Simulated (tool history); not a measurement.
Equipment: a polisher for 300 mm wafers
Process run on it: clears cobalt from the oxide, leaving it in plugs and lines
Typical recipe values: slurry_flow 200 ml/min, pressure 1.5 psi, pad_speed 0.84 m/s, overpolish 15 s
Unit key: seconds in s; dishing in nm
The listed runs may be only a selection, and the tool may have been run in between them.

run   hour  slurry_flow  pressure  pad_speed  overpolish  incoming thickness of the incoming film, nm  seconds  dishing
  1      0          200       1.5       0.84          15                                        259.3     93.2     24.8
  2   11.1          200       1.5       0.84          15                                        259.1     91.4     24.3
  3   25.8          200       1.5       0.84          15                                        257.2     92.3     24.6
  4     39          200       1.5       0.84          15                                        261.7     95.2     23.9
  5   53.1          200       1.5       0.84          15                                          264     97.2     24.7
  6   69.2          200       1.5       0.84          15                                        263.8     95.5     24.8
  7   82.4          200       1.5       0.84          15                                        257.8     93.2     24.9
  8   97.8          200       1.5       0.84          15                                        259.9       96     24.8
     107.3  -- worn pad replaced by a new one
  9  111.7          200       1.6       0.84          15                                        263.5     90.8     24.6
     114.2  -- slurry nozzle cleaned
 10  128.1          200       1.6       0.84          15                                        260.7     84.7     26.4
 11  145.1          260       1.9       1.08          11                                        264.8     54.9     27.8
 12  158.3          200       1.5       0.84          17                                        256.4     87.9     25.8
     174.9  -- head pressure recalibrated
 13  175.5          140       1.2       0.96           9                                        260.1    111.1     15.7
 14  186.2          200       1.5       0.84          15                                        255.8     94.7       24
 15  195.8          200       1.5       0.84          15                                        258.1     96.5     24.2
 16  210.8          200       1.5       0.84          15                                        258.6     95.2     23.6

Expected results for the next run?
 17  224.1          200       1.5       0.84          15                                          262        ?        ?

seconds: 95.5 s
dishing: 24.8 nm
If the tool had no hidden condition, the same run with the same run-to-run variation would have returned seconds 98.2 s, dishing 24.4 nm.

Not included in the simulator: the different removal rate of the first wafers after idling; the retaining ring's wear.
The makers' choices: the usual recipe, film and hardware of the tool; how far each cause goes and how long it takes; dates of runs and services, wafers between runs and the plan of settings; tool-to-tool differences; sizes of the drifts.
